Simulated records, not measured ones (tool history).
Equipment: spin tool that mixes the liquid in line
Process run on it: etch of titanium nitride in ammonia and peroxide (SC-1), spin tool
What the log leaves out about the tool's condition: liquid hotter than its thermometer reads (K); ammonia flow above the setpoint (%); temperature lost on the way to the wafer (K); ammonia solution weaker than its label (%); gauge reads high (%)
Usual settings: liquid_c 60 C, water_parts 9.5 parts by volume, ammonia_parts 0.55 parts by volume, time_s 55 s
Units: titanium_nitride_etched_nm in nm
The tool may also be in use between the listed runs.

run     day  liquid_c  water_parts  ammonia_parts  time_s  wafers since the last listed run  hours since the thermometer was replaced  hours since the ammonia flow meter was replaced  hours since the heated supply line was repaired  hours since the drum of ammonia solution was connected  hours since the gauge calibration  read-back film thickness of the titanium nitride reference wafer, read on the same gauge (nm)  titanium_nitride_etched_nm
  1       0        60          9.5           0.55      55                                 0                                    1365.4                                           1675.6                                           3165.8                                                   499.7                              116.4                                                                                         110.04                        6.23
  2   1.012        60          9.5           0.55      55                               350                                    1389.7                                           1699.9                                           3190.1                                                     524                              140.7                                                                                         109.97                        6.22
  3   2.304        60          9.5            0.3      55                               446                                    1420.7                                           1730.9                                           3221.1                                                     555                              171.7                                                                                         109.97                        5.54
  4   3.146        60          9.5            0.3      55                               291                                    1440.9                                           1751.1                                           3241.3                                                   575.2                              191.9                                                                                         109.99                        5.65
      3.788  -- thermometer replaced
  5   3.808        60          9.5            0.3      55                               214                                       0.5                                             1767                                           3257.2                                                   591.1                              207.8                                                                                         109.98                        6.18
      4.583  -- new drum of ammonia solution connected
  6   4.746        60          9.5           0.55      55                               309                                        23                                           1789.5                                           3279.7                                                     3.9                              230.3                                                                                         109.97                        6.95
      5.321  -- thermometer replaced, repeated, since the last time left the tool worse
  7   5.338        60           11           0.55      55                               190                                       0.4                                           1803.7                                           3293.9                                                    18.1                              244.5                                                                                         110.01                        5.22
  8   6.304        60          9.5           0.55      55                               334                                      23.6                                           1826.9                                           3317.1                                                    41.3                              267.7                                                                                         109.99                        5.67
      6.479  -- heated supply line repaired
        7.3  -- gauge calibrated
  9   7.308        56            7           0.35      85                               333                                      47.7                                             1851                                             19.9                                                    65.4                                0.2                                                                                         109.99                        7.35
      7.779  -- ammonia flow meter replaced
 10    7.85        55          6.5            0.8      65                               173                                      60.7                                              1.7                                             32.9                                                    78.4                               13.2                                                                                         109.99                        6.27
 11   9.167      51.5          9.5           0.25      55                               455                                      92.3                                             33.3                                             64.5                                                     110                               44.8                                                                                         110.01                        2.79
 12   9.721        60          9.5           0.55      55                               191                                     105.6                                             46.6                                             77.8                                                   123.3                               58.1                                                                                         110.01                         5.7
 13  10.738        60          9.5           0.55      55                               351                                       130                                               71                                            102.2                                                   147.7                               82.5                                                                                            110                        5.71
 14  11.925        60           14           0.35      55                               410                                     158.5                                             99.5                                            130.7                                                   176.2                                111                                                                                         110.01                        4.29

Forecast each of these 3 alternatives for the next run:
  A  11.942        60          9.5           0.55      55                                 5                                     158.9                                             99.9                                            131.1                                                   176.6                              111.4                                                                                              ?                           ?
  B  11.942        52          9.5           0.55      80                                 5                                     158.9                                             99.9                                            131.1                                                   176.6                              111.4                                                                                              ?                           ?
  C  11.942        60           12           0.55      55                                 5                                     158.9                                             99.9                                            131.1                                                   176.6                              111.4                                                                                              ?                           ?

run  read-back film thickness of the titanium nitride reference wafer, read on the same gauge (nm)  titanium_nitride_etched_nm
  A                                                                                         110.02                        5.79
  B                                                                                         110.02                        4.92
  C                                                                                         110.02                        5.12
The same runs, with their run-to-run variation unchanged, on a tool lacking any hidden condition would have given:
run  titanium_nitride_etched_nm
  A                        5.67
  B                        4.82
  C                        5.02

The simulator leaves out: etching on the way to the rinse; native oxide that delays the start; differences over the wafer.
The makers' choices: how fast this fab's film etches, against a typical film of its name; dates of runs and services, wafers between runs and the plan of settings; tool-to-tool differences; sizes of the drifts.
